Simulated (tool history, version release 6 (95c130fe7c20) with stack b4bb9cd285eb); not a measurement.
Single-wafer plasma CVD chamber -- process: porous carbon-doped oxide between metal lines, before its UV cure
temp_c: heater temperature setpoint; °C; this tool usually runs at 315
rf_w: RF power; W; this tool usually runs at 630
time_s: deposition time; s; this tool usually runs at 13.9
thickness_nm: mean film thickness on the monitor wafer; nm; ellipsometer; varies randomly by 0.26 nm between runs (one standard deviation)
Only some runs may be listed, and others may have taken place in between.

run,day,temp_c,rf_w,time_s,wafers since the last listed run,hours since the last thermocouple change,hours since the last RF generator calibration,hours since the showerhead was replaced,hours since the gauge calibration,"read-back reference wafer on the same gauge, thickness_nm",thickness_nm
1,0,315,630,13.9,0,2105.3,1768.4,4977.6,380.9,106.977,86.918
2,0.383,315,630,13.9,363,2114.5,1777.6,4986.8,390.1,106.844,86.657
3,0.842,315,630,13.9,434,2125.5,1788.6,4997.8,401.1,106.679,86.654
4,1.567,315,630,13.9,687,2142.9,1806,5015.2,418.5,106.824,86.67
# day 1.967: thermocouple changed; heater temperature recalibrated
5,2.162,315,630,13.9,249,4.7,1820.3,5029.5,432.8,106.832,86.655
# day 2.912: showerhead replaced
6,2.933,315,630,13.9,415,23.2,1838.8,0.5,451.3,106.68,86.77
7,3.5,315,630,13.9,537,36.8,1852.4,14.1,464.9,106.903,87.067
8,3.946,315,630,13.9,423,47.5,1863.1,24.8,475.6,106.778,86.713
# day 4.7: RF generator calibrated
9,5.338,315,630,13.9,1004,80.9,15.3,58.2,509,106.953,90.037
10,5.983,315,630,13.9,612,96.4,30.8,73.7,524.5,106.666,90.207
11,6.262,315,630,13.9,264,103.1,37.5,80.4,531.2,106.722,89.584
12,6.958,320,580,13,660,119.8,54.2,97.1,547.9,106.794,79.03
13,7.75,320,630,11.5,751,138.8,73.2,116.1,566.9,106.703,73.074
14,8.271,321,730,12,494,151.3,85.7,128.6,579.4,106.718,82.513
15,8.988,315,630,13.9,679,168.5,102.9,145.8,596.6,106.85,90.219
# day 8.996: gauge calibrated
16,9.467,315,630,13.9,454,180,114.4,157.3,11.3,106.881,90.142
17,9.946,325,580,11.2,454,191.5,125.9,168.8,22.8,106.752,66.349
18,10.55,325,630,14.7,573,206,140.4,183.3,37.3,106.869,90.129
19,11.212,315,630,13.9,628,221.9,156.3,199.2,53.2,106.742,89.826
20,11.592,323,510,13.9,359,231,165.4,208.3,62.3,106.855,77.181
21,12.325,328,715,13.9,695,248.6,183,225.9,79.9,106.783,90.856
22,12.704,315,630,12.7,359,257.7,192.1,235,89,106.785,82.094
23,12.971,302,595,15.7,253,264.1,198.5,241.4,95.4,106.739,104.746
24,13.496,315,630,13.9,498,276.7,211.1,254,108,106.618,89.873
25,14.1,315,630,13.9,573,291.2,225.6,268.5,122.5,106.765,89.516
26,14.362,308,695,16.1,249,297.5,231.9,274.8,128.8,106.748,113.35
27,14.771,315,630,13.9,387,307.3,241.7,284.6,138.6,106.802,90.182
28,15.121,315,735,13.9,332,315.7,250.1,293,147,106.888,96.873
29,15.683,323,630,13.9,533,329.2,263.6,306.5,160.5,106.903,86.685
30,15.954,310,515,13.9,256,335.7,270.1,313,167,106.669,82.207
31,16.654,315,630,13.9,664,352.5,286.9,329.8,183.8,106.775,89.261
32,17.258,315,550,11.9,573,367,301.4,344.3,198.3,106.916,71.882
33,17.708,315,630,13.9,426,377.8,312.2,355.1,209.1,106.903,89.716
34,18.117,315,630,13.9,387,387.6,322,364.9,218.9,106.757,89.361
35,18.8,318,630,13.9,648,404,338.4,381.3,235.3,106.876,88.067

Selected run-to-run steps in thickness_nm, each split into two signed amounts: the part the tool would show with no hidden state at all (from settings, incoming material and random variation), and the remainder, which goes to the hidden state together with any gauge scatter not common to the measured and the hidden-state-free results:
Hidden state at play: wafer temperature above the value expected at the setpoint (K); delivered RF power above the setpoint (%); gauge reads high (%).
Run 8 -> 9: RF generator calibrated. thickness_nm +3.324 nm: hidden state +3.536, all else -0.212.
Run 16 -> 17: temp_c 315 -> 325, rf_w 630 -> 580, time_s 13.9 -> 11.2. thickness_nm -23.793 nm: hidden state +0.072, all else -23.865.
Run 17 -> 18: rf_w 580 -> 630, time_s 11.2 -> 14.7. thickness_nm +23.78 nm: hidden state -0.123, all else +23.903.
Run 25 -> 26: temp_c 315 -> 308, rf_w 630 -> 695, time_s 13.9 -> 16.1. thickness_nm +23.834 nm: hidden state -0.151, all else +23.985.
Run 32 -> 33: rf_w 550 -> 630, time_s 11.9 -> 13.9. thickness_nm +17.834 nm: hidden state -0.161, all else +17.995.
